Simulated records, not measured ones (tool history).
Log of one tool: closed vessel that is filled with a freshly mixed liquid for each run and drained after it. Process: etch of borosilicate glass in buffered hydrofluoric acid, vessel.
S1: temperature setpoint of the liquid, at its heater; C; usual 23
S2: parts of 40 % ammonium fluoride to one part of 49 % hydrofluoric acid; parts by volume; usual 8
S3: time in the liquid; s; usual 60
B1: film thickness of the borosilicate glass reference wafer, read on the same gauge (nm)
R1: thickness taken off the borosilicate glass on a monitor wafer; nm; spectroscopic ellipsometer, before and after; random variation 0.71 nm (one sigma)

run 1 hour=0 | S1=23 S2=7.5 S3=60 | B1=100.02 | R1=97.79
run 2 hour=36.5 | S1=23 S2=8 S3=60 | B1=99.99 | R1=90.51
-- hour=42.8 thermometer replaced
run 3 hour=95.7 | S1=23 S2=8 S3=60 | B1=100.03 | R1=85.88
run 4 hour=130.5 | S1=23 S2=8 S3=60 | B1=100.02 | R1=87.32
run 5 hour=185 | S1=23 S2=8 S3=60 | B1=100 | R1=86.28
run 6 hour=210.3 | S1=24.5 S2=8 S3=45 | B1=100.01 | R1=71.19
run 7 hour=259.7 | S1=24.5 S2=8 S3=45 | B1=100.02 | R1=71.43
run 8 hour=311.9 | S1=23 S2=8 S3=60 | B1=99.97 | R1=85.41
run 9 hour=337.6 | S1=23 S2=8 S3=60 | B1=100.01 | R1=87.26
-- hour=391.7 hydrofluoric acid flow meter replaced
run 10 hour=392.1 | S1=23 S2=10.5 S3=60 | B1=100.01 | R1=67.98
run 11 hour=420.3 | S1=25 S2=8 S3=80 | B1=100 | R1=129.17
run 12 hour=457.3 | S1=25 S2=8 S3=70 | B1=100 | R1=113.52
run 13 hour=499.6 | S1=24.5 S2=8 S3=60 | B1=99.99 | R1=95.91
run 14 hour=530 | S1=23 S2=8 S3=80 | B1=100.04 | R1=116.91
run 15 hour=597.7 | S1=19 S2=6.5 S3=50 | B1=100.01 | R1=72.42
run 16 hour=642.4 | S1=23 S2=8 S3=60 | B1=99.99 | R1=88.19
run 17 hour=702.3 | S1=23 S2=8 S3=60 | B1=100 | R1=88.4
run 18 hour=741.8 | S1=21 S2=6.5 S3=75 | B1=100.03 | R1=123.22
run 19 hour=771 | S1=18.5 S2=6.5 S3=60 | B1=99.98 | R1=85.81
run 20 hour=803.3 | S1=23 S2=8 S3=60 | B1=100.03 | R1=88.63
run 21 hour=830.4 | S1=23 S2=8 S3=60 | B1=100.04 | R1=88.95
run 22 hour=870.8 | S1=19 S2=8 S3=60 | B1=100 | R1=71.41
-- hour=879.3 gauge calibrated
run 23 hour=907.8 | S1=27.5 S2=8 S3=35 | B1=99.99 | R1=66.45
run 24 hour=952.6 | S1=26 S2=7 S3=50 | B1=100.01 | R1=101
run 25 hour=997.2 | S1=23 S2=8 S3=60 | B1=99.97 | R1=90.49
run 26 hour=1044 | S1=19.5 S2=10 S3=35 | B1=100.02 | R1=35.83
run 27 hour=1113.9 | S1=20.5 S2=8 S3=60 | B1=100.01 | R1=77.53
run 28 hour=1178 | S1=23 S2=8 S3=75 | B1=100 | R1=113.44
run 29 hour=1208.1 | S1=23 S2=8 S3=60 | B1=99.98 | R1=90.26
run 30 hour=1277.3 | S1=27.5 S2=10.5 S3=80 | B1=100 | R1=118.98
run 31 hour=1329.2 | S1=23 S2=8 S3=50 | B1=99.98 | R1=76.77
run 32 hour=1353.5 | S1=23 S2=8 S3=60 | B1=99.99 | R1=91.36
run 33 hour=1396 | S1=21.5 S2=8 S3=75 | B1=99.96 | R1=106.4
run 34 hour=1429 | S1=23 S2=8 S3=60 | B1=99.99 | R1=90.82

3 ways to go on from here, each from the tool as it stands after run 34. What would each give?
run A hour=1429.7 | S1=23 S2=8 S3=60 | B1=? | R1=?
run B hour=1429.7 | S1=23 S2=8 S3=45 | B1=? | R1=?
run C hour=1429.7 | S1=25 S2=10 S3=45 | B1=? | R1=?

run=A B1=100 R1=91.84
run=B B1=100 R1=68.88
run=C B1=100 R1=62.86
Without the tool's hidden state the same runs would have given:
run=A R1=86.37
run=B R1=64.78
run=C R1=59.14
